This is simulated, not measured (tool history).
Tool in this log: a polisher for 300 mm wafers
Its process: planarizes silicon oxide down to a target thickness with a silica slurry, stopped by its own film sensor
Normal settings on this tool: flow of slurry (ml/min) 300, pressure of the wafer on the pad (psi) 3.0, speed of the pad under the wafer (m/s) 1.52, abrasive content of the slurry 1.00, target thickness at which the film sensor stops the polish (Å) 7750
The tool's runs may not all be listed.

run	hour	flow of slurry (ml/min)	pressure of the wafer on the pad (psi)	speed of the pad under the wafer (m/s)	abrasive content of the slurry	target thickness at which the film sensor stops the polish (Å)	incoming thickness of the incoming film, nm	time until the film sensor stopped the polish (s)
1	0.0	300	3.0	1.52	1.00	8650	1080.8	61.2
2	70.4	300	3.0	1.10	1.00	7750	1089.1	109.2
3	104.8	300	3.0	1.10	1.00	7750	1123.1	122.9
# hour 135.5: worn pad replaced by a new one
4	147.4	300	3.0	1.10	1.00	7750	1092.1	114.1
# hour 161.9: slurry nozzle cleaned, repeated, since the last time left the tool worse
# hour 165.7: conditioning disc replaced and pad reconditioned
5	176.4	300	3.0	1.52	1.00	7750	1116.5	89.1
# hour 197.7: slurry blender recalibrated
6	230.1	300	3.0	1.52	1.00	7750	1090.0	83.4
7	343.3	300	3.0	1.66	1.30	6870	1099.8	94.4
8	398.7	300	3.0	1.52	1.00	7750	1108.1	87.9
9	462.9	300	3.0	1.52	1.00	7750	1088.5	84.2
10	508.2	300	3.0	1.52	1.00	7750	1091.4	83.5
# hour 560.5: head pressure recalibrated
11	561.0	275	2.7	1.70	1.00	6940	1085.3	105.7
12	608.8	300	3.0	1.52	1.00	8830	1102.0	58.6
# hour 616.9: conditioning disc replaced and pad reconditioned
# hour 642.9: slurry nozzle cleaned
# hour 644.5: worn pad replaced by a new one
# hour 645.5: slurry blender recalibrated
13	668.4	275	3.0	1.52	1.00	7750	1101.0	86.4
14	718.9	250	3.4	1.52	1.00	7750	1085.5	74.7
15	770.4	340	3.4	1.18	1.00	8150	1115.1	82.1
16	837.1	230	2.1	1.30	1.00	7750	1099.1	128.4
17	944.7	300	3.6	1.24	1.20	7750	1106.4	79.4
18	969.2	300	3.0	1.52	1.20	7750	1113.4	83.5
19	1013.0	300	3.0	1.10	1.25	7750	1106.2	100.4
# hour 1037.8: slurry blender recalibrated
20	1056.3	300	3.0	1.80	1.00	7750	1087.4	75.0
# hour 1069.0: conditioning disc replaced and pad reconditioned
# hour 1109.7: slurry nozzle cleaned
21	1123.2	325	3.0	1.52	1.00	7750	1098.7	85.0
# hour 1152.9: worn pad replaced by a new one
22	1190.1	300	3.0	1.22	0.70	6740	1080.0	141.1
23	1244.0	300	3.8	1.52	1.00	8760	1100.2	47.7
24	1313.8	255	3.4	1.16	1.00	7400	1096.9	101.5

Consider 5 possible next runs. They are alternatives, not a sequence: every one starts from the tool as it was left by run 24. What does each give?
A	1314.2	300	3.0	1.52	1.00	7750	1101.2	?
B	1314.2	400	3.0	1.96	1.25	8590	1101.2	?
C	1314.2	400	2.7	1.52	0.85	7750	1101.2	?
D	1314.2	300	3.0	1.14	1.00	7750	1101.2	?
E	1314.2	365	3.0	1.52	0.90	7750	1101.2	?

run	time until the film sensor stopped the polish (s)
A	86.1
B	48.9
C	97.2
D	103.0
E	87.8
Stripped of hidden state, with their random variation kept, the same runs would have yielded:
run	time until the film sensor stopped the polish (s)
A	85.8
B	48.7
C	96.9
D	102.6
E	87.5
